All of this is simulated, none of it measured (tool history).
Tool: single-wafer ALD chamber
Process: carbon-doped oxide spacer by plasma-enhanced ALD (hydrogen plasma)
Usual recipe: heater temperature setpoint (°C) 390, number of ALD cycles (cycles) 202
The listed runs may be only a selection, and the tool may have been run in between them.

run,hour,heater temperature setpoint (°C),number of ALD cycles (cycles),wafers since the last listed run,hours since the last thermocouple change,hours since the gauge calibration,"read-back reference wafer on the same gauge, thickness_nm",mean film thickness on the monitor wafer (Å)
1,0,396,185,0,1110.4,727.7,9.903,87.96
2,16.9,396,185,18,1127.3,744.6,9.922,88.11
3,49.7,396,185,36,1160.1,777.4,9.908,87.96
4,62.4,390,230,14,1172.8,790.1,9.907,109.96
5,91.3,390,230,31,1201.7,819,9.915,109.09
6,104.6,390,202,14,1215,832.3,9.914,96.26
7,137.2,390,185,36,1247.6,864.9,9.913,88.27
8,165.8,390,185,31,1276.2,893.5,9.907,88.26
9,181.6,390,202,17,1292,909.3,9.912,96.53
10,212.6,390,202,34,1323,940.3,9.92,96.58
11,245.1,384,202,35,1355.5,972.8,9.906,96.78
12,275.5,384,202,33,1385.9,1003.2,9.902,95.73
13,307.9,384,202,35,1418.3,1035.6,9.921,96.19
14,329,381,202,23,1439.4,1056.7,9.908,95.74
# hour 347: gauge calibrated
15,348.1,381,202,21,1458.5,1.1,9.915,96.29
16,362.1,397,202,15,1472.5,15.1,9.912,95.91
17,390,390,202,30,1500.4,43,9.903,96.48
# hour 413.2: thermocouple changed; heater temperature recalibrated
18,418.1,390,202,22,4.9,71.1,9.915,96.23
19,434.1,390,202,17,20.9,87.1,9.905,96.03
20,448.8,390,202,16,35.6,101.8,9.918,96.2
21,465.4,390,202,18,52.2,118.4,9.917,96.25
22,488.4,390,202,25,75.2,141.4,9.906,96.24
23,501.1,375,187,14,87.9,154.1,9.904,88.98
24,522.1,390,187,23,108.9,175.1,9.905,89.12
25,577.9,385,233,61,164.7,230.9,9.899,111.23
26,600.1,390,202,24,186.9,253.1,9.905,96.35
27,627.7,385,177,30,214.5,280.7,9.912,84.57
28,658.2,399,233,33,245,311.2,9.915,110.89
29,676.2,390,202,19,263,329.2,9.9,96.73
30,702.3,390,230,28,289.1,355.3,9.916,109.71
31,724.9,390,202,24,311.7,377.9,9.91,96.44
32,754.1,403,178,32,340.9,407.1,9.915,83.44
33,780.1,378,192,28,366.9,433.1,9.898,91.5
34,809,394,222,31,395.8,462,9.912,105.92
35,831.3,405,202,24,418.1,484.3,9.902,94.21
36,862.5,376,229,34,449.3,515.5,9.907,109.15
37,886.5,390,225,26,473.3,539.5,9.911,107.67

Run 38 is up next; what results do you expect?
38,898.7,382,181,13,485.5,551.7,?,?

For run 38 the tool returned read-back reference wafer on the same gauge, thickness_nm 9.911, mean film thickness on the monitor wafer (Å) 86.53.
Minus the tool's unlogged condition, the same run would have read mean film thickness on the monitor wafer (Å) 86.53.

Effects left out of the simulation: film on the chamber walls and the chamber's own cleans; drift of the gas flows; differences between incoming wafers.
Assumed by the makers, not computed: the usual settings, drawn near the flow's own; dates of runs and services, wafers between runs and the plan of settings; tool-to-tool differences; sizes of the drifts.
